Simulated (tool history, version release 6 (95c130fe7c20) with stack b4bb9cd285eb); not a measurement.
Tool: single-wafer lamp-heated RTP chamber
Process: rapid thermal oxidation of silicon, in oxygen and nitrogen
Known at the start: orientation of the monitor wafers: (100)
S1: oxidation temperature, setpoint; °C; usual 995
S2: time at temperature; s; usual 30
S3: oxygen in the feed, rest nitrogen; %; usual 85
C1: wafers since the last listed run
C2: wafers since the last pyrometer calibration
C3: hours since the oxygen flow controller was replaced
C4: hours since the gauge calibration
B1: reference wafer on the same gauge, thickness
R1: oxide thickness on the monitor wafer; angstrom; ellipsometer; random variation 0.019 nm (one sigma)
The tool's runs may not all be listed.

run   hour    S1  S2  S3   C1    C2      C3     C4     B1     R1
  1    0.0   995  30  85    0     4  3484.8  273.2  3.830  42.40
  2    6.8   995  21  85   64    69  3491.6  280.0  3.831  37.47
  3   22.7   995  30  85  151   220  3507.5  295.9  3.831  43.52
  4   32.3   995  30  85   91   312  3517.1  305.5  3.832  43.74
  5   48.7   995  30  85  156   468  3533.5  321.9  3.832  43.82
  6   60.3   995  30  85  110   579  3545.1  333.5  3.827  44.37
  7   68.8   984  30  85   81   660  3553.6  342.0  3.830  41.31
  8   75.9   984  30  85   67   727  3560.7  349.1  3.831  41.28
  9   91.3   984  30  85  146   874  3576.1  364.5  3.828  41.66
 10  109.0   995  30  85  168  1043  3593.8  382.2  3.837  44.32
 11  123.6   995  30  85  139  1182  3608.4  396.8  3.828  44.93
 12  134.2   995  30  85  101  1283  3619.0  407.4  3.822  45.01
 13  140.3   995  30  85   58  1341  3625.1  413.5  3.833  44.70
     153.0  -- oxygen flow controller replaced
 14  157.4   995  34  85   86  1428     4.4  430.6  3.831  46.86
 15  171.6   995  34  85  135  1563    18.6  444.8  3.827  47.19
 16  181.8   995  34  85   97  1660    28.8  455.0  3.825  47.41
     197.7  -- pyrometer window cleaned and pyrometer calibrated
 17  198.2   995  30  85   80     4    45.2  471.4  3.828  42.77
 18  213.1   977  24  98  141   146    60.1  486.3  3.832  36.97
 19  230.7   984  24  98  167   314    77.7  503.9  3.827  38.70
 20  246.8   995  30  85  153   467    93.8  520.0  3.833  44.24
     246.9  -- gauge calibrated
 21  261.1   995  30  85  136   604   108.1   14.2  3.829  44.15
 22  269.7  1016  43  98   81   686   116.7   22.8  3.833  62.66
 23  284.2   995  38  85  138   824   131.2   37.3  3.824  49.05
 24  296.2   995  30  85  114   938   143.2   49.3  3.833  44.32
 25  307.3   995  30  85  105  1044   154.3   60.4  3.837  45.03
 26  321.0  1014  30  72  130  1174   168.0   74.1  3.824  48.32
 27  330.4  1019  19  70   89  1264   177.4   83.5  3.837  41.31
 28  339.2  1006  30  85   83  1348   186.2   92.3  3.829  48.43
 29  351.5  1015  30  98  117  1465   198.5  104.6  3.835  54.29
 30  365.9   995  40  63  137  1602   212.9  119.0  3.837  46.01
     374.0  -- pyrometer window cleaned and pyrometer calibrated
 31  406.1   975  34  98  306   305   253.1  159.2  3.828  42.24
 32  420.9   995  30  85  141   446   267.9  174.0  3.828  44.56
 33  435.4   973  24  94  138   585   282.4  188.5  3.824  36.44
 34  449.8   965  16  85  137   722   296.8  202.9  3.833  29.83
 35  467.2   995  16  98  165   888   314.2  220.3  3.832  36.82
 36  483.2   995  30  85  152  1040   330.2  236.3  3.836  44.99
 37  497.9   995  30  85  140  1180   344.9  251.0  3.831  45.39
 38  514.7   971  30  64  160  1340   361.7  267.8  3.832  35.53
 39  528.8   986  19  73  134  1475   375.8  281.9  3.827  34.50

3 ways to go on from here, each from the tool as it stands after run 39. What would each give?
  A  529.2   983  30  85   3  1478  376.2  282.3   ?   ?
  B  529.2  1019  30  98   3  1478  376.2  282.3   ?   ?
  C  529.2  1007  30  65   3  1478  376.2  282.3   ?   ?

run     B1     R1
  A  3.824  41.97
  B  3.824  56.41
  C  3.824  45.25
Without the tool's hidden state the same runs would have given:
run     R1
  A  39.42
  B  52.82
  C  42.50
